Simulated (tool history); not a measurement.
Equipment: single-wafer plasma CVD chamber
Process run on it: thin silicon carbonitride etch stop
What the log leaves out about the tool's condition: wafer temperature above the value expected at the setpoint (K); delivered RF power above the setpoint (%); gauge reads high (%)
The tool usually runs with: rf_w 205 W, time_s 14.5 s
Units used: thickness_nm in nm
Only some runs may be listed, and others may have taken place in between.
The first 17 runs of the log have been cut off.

run    hour  rf_w  time_s  wafers since the last listed run  hours since the last thermocouple change  hours since the last RF generator calibration  hours since the showerhead was replaced  hours since the gauge calibration  read-back reference wafer on the same gauge, thickness_nm  thickness_nm
 18  1195.3   205    14.5                              1590                                     113.9                                          555.8                                    735.6                              551.8                                                      7.872         7.602
 19  1258.8   205    14.5                              1895                                     177.4                                          619.3                                    799.1                              615.3                                                      7.869         7.623
 20  1302.2   205    12.2                              1295                                     220.8                                          662.7                                    842.5                              658.7                                                      7.877         6.380
 21  1358.7   205    14.5                              1686                                     277.3                                          719.2                                    899.0                              715.2                                                      7.876         7.574
 22  1400.9   205    12.7                              1259                                     319.5                                          761.4                                    941.2                              757.4                                                      7.880         6.666
 23  1492.2   205    14.5                              2725                                     410.8                                          852.7                                   1032.5                              848.7                                                      7.867         7.582
 24  1587.1   205    14.5                              2832                                     505.7                                          947.6                                   1127.4                              943.6                                                      7.870         7.582
 25  1671.2   220    15.4                              2510                                     589.8                                         1031.7                                   1211.5                             1027.7                                                      7.874         8.210
 26  1778.0   195    17.0                              3187                                     696.6                                         1138.5                                   1318.3                             1134.5                                                      7.861         8.765
 27  1854.4   205    14.5                              2280                                     773.0                                         1214.9                                   1394.7                             1210.9                                                      7.874         7.547
 28  1918.0   165    15.9                              1898                                     836.6                                         1278.5                                   1458.3                             1274.5                                                      7.870         7.886
 29  1991.9   225    12.4                              2205                                     910.5                                         1352.4                                   1532.2                             1348.4                                                      7.864         6.630
 30  2033.5   185    17.2                              1241                                     952.1                                         1394.0                                   1573.8                             1390.0                                                      7.868         8.769
 31  2135.0   180    14.5                              3029                                    1053.6                                         1495.5                                   1675.3                             1491.5                                                      7.874         7.334
 32  2193.4   205    14.5                              1743                                    1112.0                                         1553.9                                   1733.7                             1549.9                                                      7.875         7.552
 33  2238.3   235    16.0                              1340                                    1156.9                                         1598.8                                   1778.6                             1594.8                                                      7.871         8.603
 34  2328.8   220    16.2                              2701                                    1247.4                                         1689.3                                   1869.1                             1685.3                                                      7.885         8.613

Predict each of these 5 candidate next runs independently; none follows another, all start after run 34:
  A  2329.2   205    14.5                                11                                    1247.8                                         1689.7                                   1869.5                             1685.7                                                          ?             ?
  B  2329.2   205    17.3                                11                                    1247.8                                         1689.7                                   1869.5                             1685.7                                                          ?             ?
  C  2329.2   240    16.1                                11                                    1247.8                                         1689.7                                   1869.5                             1685.7                                                          ?             ?
  D  2329.2   190    15.4                                11                                    1247.8                                         1689.7                                   1869.5                             1685.7                                                          ?             ?
  E  2329.2   175    11.9                                11                                    1247.8                                         1689.7                                   1869.5                             1685.7                                                          ?             ?

run  read-back reference wafer on the same gauge, thickness_nm  thickness_nm
  A                                                      7.875         7.550
  B                                                      7.875         9.008
  C                                                      7.875         8.733
  D                                                      7.875         7.865
  E                                                      7.875         5.953
What these runs would have given with no unlogged condition in the tool:
run  thickness_nm
  A         7.732
  B         9.225
  C         8.944
  D         8.055
  E         6.096
